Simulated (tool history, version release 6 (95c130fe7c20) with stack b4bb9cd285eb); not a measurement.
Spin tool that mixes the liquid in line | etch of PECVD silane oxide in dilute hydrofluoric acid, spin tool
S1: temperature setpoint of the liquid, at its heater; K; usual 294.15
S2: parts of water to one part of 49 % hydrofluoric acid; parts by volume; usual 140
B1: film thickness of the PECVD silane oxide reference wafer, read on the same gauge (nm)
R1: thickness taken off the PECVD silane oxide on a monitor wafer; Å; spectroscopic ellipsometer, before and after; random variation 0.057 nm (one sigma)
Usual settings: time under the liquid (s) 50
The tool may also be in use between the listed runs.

{"run": 1, "day": 0.0, "S1": 294.15, "S2": 140, "time under the liquid (s)": 45, "B1": 40.02, "R1": 62.5}
{"run": 2, "day": 0.504, "S1": 294.15, "S2": 140, "time under the liquid (s)": 45, "B1": 39.98, "R1": 62.5}
{"run": 3, "day": 1.746, "S1": 294.15, "S2": 140, "time under the liquid (s)": 50, "B1": 40.01, "R1": 70.3}
{"run": 4, "day": 2.479, "S1": 294.15, "S2": 140, "time under the liquid (s)": 50, "B1": 40.03, "R1": 70.6}
{"run": 5, "day": 3.417, "S1": 294.15, "S2": 140, "time under the liquid (s)": 50, "B1": 39.98, "R1": 69.6}
{"run": 6, "day": 4.567, "S1": 294.15, "S2": 140, "time under the liquid (s)": 50, "B1": 39.99, "R1": 71.4}
{"run": 7, "day": 6.029, "S1": 294.15, "S2": 140, "time under the liquid (s)": 50, "B1": 40.0, "R1": 70.8}
{"run": 8, "day": 6.758, "S1": 294.15, "S2": 140, "time under the liquid (s)": 50, "B1": 40.01, "R1": 71.4}
{"run": 9, "day": 7.646, "S1": 294.15, "S2": 140, "time under the liquid (s)": 50, "B1": 39.97, "R1": 72.5}
{"run": 10, "day": 8.625, "S1": 294.15, "S2": 140, "time under the liquid (s)": 50, "B1": 40.03, "R1": 73.1}
{"day": 9.042, "done": "hydrofluoric acid flow meter replaced"}
{"run": 11, "day": 9.779, "S1": 294.15, "S2": 170, "time under the liquid (s)": 50, "B1": 40.0, "R1": 53.7}
{"run": 12, "day": 10.4, "S1": 294.15, "S2": 140, "time under the liquid (s)": 50, "B1": 39.98, "R1": 66.7}
{"run": 13, "day": 11.762, "S1": 294.15, "S2": 140, "time under the liquid (s)": 50, "B1": 39.99, "R1": 69.0}
{"run": 14, "day": 14.746, "S1": 294.15, "S2": 140, "time under the liquid (s)": 50, "B1": 39.98, "R1": 69.2}
{"run": 15, "day": 17.908, "S1": 292.15, "S2": 210, "time under the liquid (s)": 40, "B1": 40.0, "R1": 32.4}
{"run": 16, "day": 18.538, "S1": 294.15, "S2": 140, "time under the liquid (s)": 50, "B1": 39.98, "R1": 71.0}
{"run": 17, "day": 19.871, "S1": 294.15, "S2": 140, "time under the liquid (s)": 25, "B1": 40.02, "R1": 36.1}
{"run": 18, "day": 21.333, "S1": 294.15, "S2": 140, "time under the liquid (s)": 50, "B1": 39.97, "R1": 72.3}
{"run": 19, "day": 22.796, "S1": 294.15, "S2": 140, "time under the liquid (s)": 50, "B1": 40.01, "R1": 73.2}
{"run": 20, "day": 23.638, "S1": 290.65, "S2": 195, "time under the liquid (s)": 30, "B1": 40.02, "R1": 26.1}
{"day": 23.825, "done": "thermometer replaced"}
{"run": 21, "day": 24.15, "S1": 296.65, "S2": 85, "time under the liquid (s)": 50, "B1": 40.04, "R1": 129.1}
{"day": 27.671, "done": "hydrofluoric acid flow meter replaced"}
{"run": 22, "day": 28.571, "S1": 291.65, "S2": 105, "time under the liquid (s)": 50, "B1": 40.02, "R1": 79.6}
{"run": 23, "day": 29.096, "S1": 294.15, "S2": 140, "time under the liquid (s)": 50, "B1": 40.03, "R1": 64.5}
{"run": 24, "day": 29.617, "S1": 294.15, "S2": 105, "time under the liquid (s)": 40, "B1": 40.03, "R1": 70.3}
{"day": 30.0, "done": "gauge calibrated"}
{"run": 25, "day": 30.946, "S1": 290.65, "S2": 185, "time under the liquid (s)": 35, "B1": 39.97, "R1": 28.0}
{"run": 26, "day": 31.596, "S1": 294.15, "S2": 140, "time under the liquid (s)": 50, "B1": 39.99, "R1": 64.1}
{"run": 27, "day": 32.725, "S1": 290.65, "S2": 140, "time under the liquid (s)": 50, "B1": 40.01, "R1": 55.5}
{"run": 28, "day": 33.542, "S1": 294.15, "S2": 140, "time under the liquid (s)": 50, "B1": 40.0, "R1": 65.1}
{"run": 29, "day": 34.788, "S1": 291.15, "S2": 95, "time under the liquid (s)": 70, "B1": 40.0, "R1": 125.3}
{"run": 30, "day": 38.262, "S1": 294.15, "S2": 140, "time under the liquid (s)": 40, "B1": 40.01, "R1": 54.4}
{"run": 31, "day": 39.692, "S1": 294.15, "S2": 140, "time under the liquid (s)": 50, "B1": 40.0, "R1": 66.1}
{"run": 32, "day": 40.342, "S1": 299.15, "S2": 140, "time under the liquid (s)": 60, "B1": 39.98, "R1": 97.7}
{"run": 33, "day": 41.046, "S1": 292.15, "S2": 190, "time under the liquid (s)": 35, "B1": 39.99, "R1": 30.6}
{"run": 34, "day": 41.675, "S1": 291.15, "S2": 140, "time under the liquid (s)": 20, "B1": 40.03, "R1": 24.4}

What the log doesn't show, run by run:
gauge reads high (%): 0 in every run
H1: liquid hotter than its thermometer reads (K)
H2: hydrofluoric acid flow above the setpoint (%)
run=1 H1=2.06 H2=4.02
run=2 H1=2.07 H2=4.27
run=3 H1=2.1 H2=4.88
run=4 H1=2.11 H2=5.24
run=5 H1=2.13 H2=5.7
run=6 H1=2.16 H2=6.27
run=7 H1=2.19 H2=6.98
run=8 H1=2.21 H2=7.34
run=9 H1=2.23 H2=7.78
run=10 H1=2.25 H2=8.26
run=11 H1=2.28 H2=0.997
run=12 H1=2.29 H2=1.3
run=13 H1=2.32 H2=1.97
run=14 H1=2.39 H2=3.44
run=15 H1=2.46 H2=4.99
run=16 H1=2.48 H2=5.3
run=17 H1=2.51 H2=5.95
run=18 H1=2.54 H2=6.67
run=19 H1=2.57 H2=7.39
run=20 H1=2.59 H2=7.8
run=21 H1=0.447 H2=8.06
run=22 H1=0.547 H2=1.52
run=23 H1=0.559 H2=1.78
run=24 H1=0.571 H2=2.03
run=25 H1=0.601 H2=2.69
run=26 H1=0.616 H2=3
run=27 H1=0.642 H2=3.56
run=28 H1=0.66 H2=3.96
run=29 H1=0.689 H2=4.57
run=30 H1=0.768 H2=6.28
run=31 H1=0.8 H2=6.98
run=32 H1=0.815 H2=7.3
run=33 H1=0.831 H2=7.65
run=34 H1=0.845 H2=7.96

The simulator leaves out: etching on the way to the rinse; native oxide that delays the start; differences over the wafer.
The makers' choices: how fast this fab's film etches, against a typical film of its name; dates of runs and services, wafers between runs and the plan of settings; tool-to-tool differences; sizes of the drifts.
